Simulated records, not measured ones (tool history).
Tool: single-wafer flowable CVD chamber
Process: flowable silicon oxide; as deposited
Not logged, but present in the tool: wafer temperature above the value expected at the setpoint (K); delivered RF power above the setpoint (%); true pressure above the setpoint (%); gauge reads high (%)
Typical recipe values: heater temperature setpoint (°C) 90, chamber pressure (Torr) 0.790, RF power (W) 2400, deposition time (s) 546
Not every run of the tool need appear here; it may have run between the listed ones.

run,hour,heater temperature setpoint (°C),chamber pressure (Torr),RF power (W),deposition time (s),wafers since the last listed run,hours since the last thermocouple change,hours since the last RF generator calibration,hours since the last manometer calibration,hours since the showerhead was replaced,hours since the gauge calibration,"read-back reference wafer on the same gauge, thickness_nm",mean film thickness on the monitor wafer (nm)
1,0.0,90,0.790,2400,546,0,1687.9,760.8,1084.9,2652.8,488.8,384.030,434.956
2,16.6,90,0.790,2400,546,81,1704.5,777.4,1101.5,2669.4,505.4,383.729,431.325
3,37.7,90,0.790,2400,546,103,1725.6,798.5,1122.6,2690.5,526.5,382.743,433.482
4,62.4,90,0.790,2400,546,120,1750.3,823.2,1147.3,2715.2,551.2,383.447,434.190
# hour 65.7: gauge calibrated
5,94.2,90,0.790,2400,546,155,1782.1,855.0,1179.1,2747.0,28.5,391.661,441.106
# hour 115.6: thermocouple changed; heater temperature recalibrated
6,116.1,90,0.848,2400,546,67,0.5,876.9,1201.0,2768.9,50.4,390.643,474.357
7,126.3,90,0.848,2400,546,49,10.7,887.1,1211.2,2779.1,60.6,390.002,477.569
8,155.7,90,0.848,2400,546,143,40.1,916.5,1240.6,2808.5,90.0,389.268,473.333
9,183.9,90,0.790,2560,546,137,68.3,944.7,1268.8,2836.7,118.2,387.954,445.783
10,200.9,90,0.790,2400,546,83,85.3,961.7,1285.8,2853.7,135.2,388.031,441.988
11,216.3,90,0.790,2590,546,75,100.7,977.1,1301.2,2869.1,150.6,387.709,444.770
12,246.8,90,0.790,2400,546,149,131.2,1007.6,1331.7,2899.6,181.1,386.741,437.921
# hour 274.7: capacitance manometer re-zeroed and calibrated
13,275.5,86,0.647,2765,585,101,159.9,1036.3,0.8,2928.3,209.8,386.486,446.262
14,293.3,90,0.790,2400,500,87,177.7,1054.1,18.6,2946.1,227.6,385.985,399.998
# hour 310.3: showerhead replaced
15,315.5,90,0.622,2165,546,69,199.9,1076.3,40.8,5.2,249.8,385.694,335.952
# hour 340.8: RF generator calibrated
16,341.3,101,0.790,1935,546,87,225.7,0.5,66.6,31.0,275.6,385.127,273.397
17,368.3,90,0.943,2570,546,131,252.7,27.5,93.6,58.0,302.6,384.982,529.764
18,395.5,80,0.790,1930,546,132,279.9,54.7,120.8,85.2,329.8,384.483,567.356
19,486.4,84,0.950,2400,446,444,370.8,145.6,211.7,176.1,420.7,383.539,523.890
20,513.6,90,0.641,2730,546,132,398.0,172.8,238.9,203.3,447.9,384.319,360.090
21,544.1,90,0.790,2400,546,149,428.5,203.3,269.4,233.8,478.4,384.244,432.065
22,562.2,101,0.674,2400,437,88,446.6,221.4,287.5,251.9,496.5,383.809,196.908
23,581.4,90,0.790,2400,546,93,465.8,240.6,306.7,271.1,515.7,383.754,433.270
24,602.2,90,0.790,2400,546,101,486.6,261.4,327.5,291.9,536.5,382.848,435.407
25,617.5,79,0.790,2400,546,74,501.9,276.7,342.8,307.2,551.8,383.389,623.772
26,629.6,82,0.946,1925,546,59,514.0,288.8,354.9,319.3,563.9,383.241,635.691
# hour 633.7: gauge calibrated
27,642.6,90,0.790,2400,448,63,527.0,301.8,367.9,332.3,8.9,394.278,364.469

Predict each of these 5 candidate next runs independently; none follows another, all start after run 27:
A,643.2,90,0.790,2400,546,2,527.6,302.4,368.5,332.9,9.5,?,?
B,643.2,90,0.790,2850,546,2,527.6,302.4,368.5,332.9,9.5,?,?
C,643.2,105,0.790,2400,510,2,527.6,302.4,368.5,332.9,9.5,?,?
D,643.2,90,0.875,2400,477,2,527.6,302.4,368.5,332.9,9.5,?,?
E,643.2,90,0.678,2400,546,2,527.6,302.4,368.5,332.9,9.5,?,?

run,"read-back reference wafer on the same gauge, thickness_nm",mean film thickness on the monitor wafer (nm)
A,393.899,445.588
B,393.899,457.629
C,393.899,237.679
D,393.899,430.952
E,393.899,382.469
Stripped of hidden state, with their random variation kept, the same runs would have yielded:
run,mean film thickness on the monitor wafer (nm)
A,444.929
B,456.952
C,237.327
D,430.315
E,381.903

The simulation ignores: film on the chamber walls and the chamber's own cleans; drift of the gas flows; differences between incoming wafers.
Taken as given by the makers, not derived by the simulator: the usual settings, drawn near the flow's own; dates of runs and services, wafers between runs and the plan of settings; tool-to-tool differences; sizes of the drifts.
